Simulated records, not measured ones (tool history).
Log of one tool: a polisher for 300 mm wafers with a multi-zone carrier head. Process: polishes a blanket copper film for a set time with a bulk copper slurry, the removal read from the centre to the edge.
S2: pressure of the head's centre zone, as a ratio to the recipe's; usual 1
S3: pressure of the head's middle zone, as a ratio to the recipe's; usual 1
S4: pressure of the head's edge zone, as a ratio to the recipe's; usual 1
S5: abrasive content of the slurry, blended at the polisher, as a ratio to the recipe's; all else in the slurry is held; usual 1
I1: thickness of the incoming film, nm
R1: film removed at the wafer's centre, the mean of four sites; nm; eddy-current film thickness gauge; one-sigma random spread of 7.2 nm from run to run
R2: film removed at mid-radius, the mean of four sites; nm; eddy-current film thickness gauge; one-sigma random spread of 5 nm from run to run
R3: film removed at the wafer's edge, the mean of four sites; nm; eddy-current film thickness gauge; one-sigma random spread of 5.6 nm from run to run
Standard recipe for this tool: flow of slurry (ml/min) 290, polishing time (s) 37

Run 1, day 0: usual settings; I1 2114. Result: R1 513.2 nm, R2 493.2 nm, R3 525.1 nm.
Run 2, day 0.308: usual settings; I1 2109.8. Result: R1 509.3 nm, R2 498.5 nm, R3 521.7 nm.
Run 3, day 0.688: usual settings; I1 2078.9. Result: R1 494.3 nm, R2 493.2 nm, R3 522.7 nm.
Run 4, day 1.092: usual settings; I1 2121.7. Result: R1 510.5 nm, R2 498 nm, R3 522.9 nm.
At day 1.45: worn pad replaced by a new one.
At day 1.817: carrier head's membrane replaced by a new one.
Run 5, day 1.954: usual settings; I1 2088. Result: R1 498.3 nm, R2 496.9 nm, R3 527.1 nm.
At day 2.642: edge zone pressure recalibrated.
Run 6, day 2.667: usual settings but flow of slurry (ml/min) 380, S3 0.95, S4 1.04; I1 2095. Result: R1 518.6 nm, R2 499.5 nm, R3 561 nm.
Run 7, day 2.929: usual settings but S5 1.2, polishing time (s) 45; I1 2076.6. Result: R1 632.8 nm, R2 625.9 nm, R3 663.2 nm.
Run 8, day 4.271: usual settings but flow of slurry (ml/min) 195, S2 0.96, S5 1.2; I1 2096.9. Result: R1 443.7 nm, R2 466.4 nm, R3 502.8 nm.
At day 4.538: centre zone pressure recalibrated.
Run 9, day 4.929: usual settings but flow of slurry (ml/min) 360, S2 1.06, S3 1.03, polishing time (s) 41; I1 2112.2. Result: R1 621.7 nm, R2 587.2 nm, R3 581.6 nm.
Run 10, day 5.467: usual settings; I1 2133. Result: R1 491.8 nm, R2 495.9 nm, R3 519.4 nm.
At day 6.117: worn pad replaced by a new one.
At day 6.938: slurry nozzle cleaned.
Run 11, day 7.162: usual settings but S2 0.94, S4 0.94, polishing time (s) 49; I1 2114.9. Result: R1 700.2 nm, R2 709.6 nm, R3 704.3 nm.
Run 12, day 7.679: usual settings; I1 2127.4. Result: R1 549.4 nm, R2 527.2 nm, R3 547.9 nm.
Run 13, day 8.146: usual settings but S5 1.2, polishing time (s) 31; I1 2093.3. Result: R1 480.2 nm, R2 458.1 nm, R3 475.3 nm.
Run 14, day 8.621: usual settings but S2 1.07, S4 1.09; I1 2123.8. Result: R1 566.2 nm, R2 530.3 nm, R3 568.9 nm.
Run 15, day 9.312: usual settings but S2 1.07; I1 2120.9. Result: R1 561.6 nm, R2 529.9 nm, R3 539.5 nm.
Run 16, day 9.725: usual settings but S4 0.94; I1 2147.3. Result: R1 538.2 nm, R2 535.3 nm, R3 525.9 nm.
Run 17, day 10.4: usual settings; I1 2105.7. Result: R1 537.6 nm, R2 532.9 nm, R3 545.5 nm.
Run 18, day 10.854: usual settings but flow of slurry (ml/min) 365, S3 1.09, S4 1.04, S5 1.1; I1 2125.6. Result: R1 566.7 nm, R2 590.5 nm, R3 570.7 nm.
At day 11.175: worn pad replaced by a new one.
Run 19, day 11.275: usual settings but flow of slurry (ml/min) 320, S3 1.05, polishing time (s) 48; I1 2100.5. Result: R1 713 nm, R2 714.7 nm, R3 725.2 nm.
Run 20, day 11.838: usual settings but S2 0.91, S3 1.12; I1 2116.3. Result: R1 498.2 nm, R2 580 nm, R3 545.7 nm.
Run 21, day 12.25: usual settings but S5 0.8; I1 2126. Result: R1 517.6 nm, R2 499 nm, R3 517.8 nm.

Below are 4 alternative next runs, each starting from the tool's condition after run 21. Predict each:
Run A, day 12.267: usual settings but polishing time (s) 25; I1 2141.9. Result: R1 ?, R2 ?, R3 ?.
Run B, day 12.267: usual settings but flow of slurry (ml/min) 340, S2 1.12; I1 2141.9. Result: R1 ?, R2 ?, R3 ?.
Run C, day 12.267: usual settings but S2 0.94, polishing time (s) 42; I1 2141.9. Result: R1 ?, R2 ?, R3 ?.
Run D, day 12.267: usual settings but S3 0.9, S5 1.3, polishing time (s) 29; I1 2141.9. Result: R1 ?, R2 ?, R3 ?.

run     R1     R2     R3
  A  370.4  355.8  362.9
  B  611.7  536.6    545
  C  593.5  597.9  609.7
  D  451.5  397.4  443.4
Without the tool's unlogged condition, the same runs would have read:
run     R1     R2     R3
  A    379  363.3  368.7
  B  623.8  546.2  552.4
  C  607.4  610.6  619.4
  D  462.1  405.8  450.4
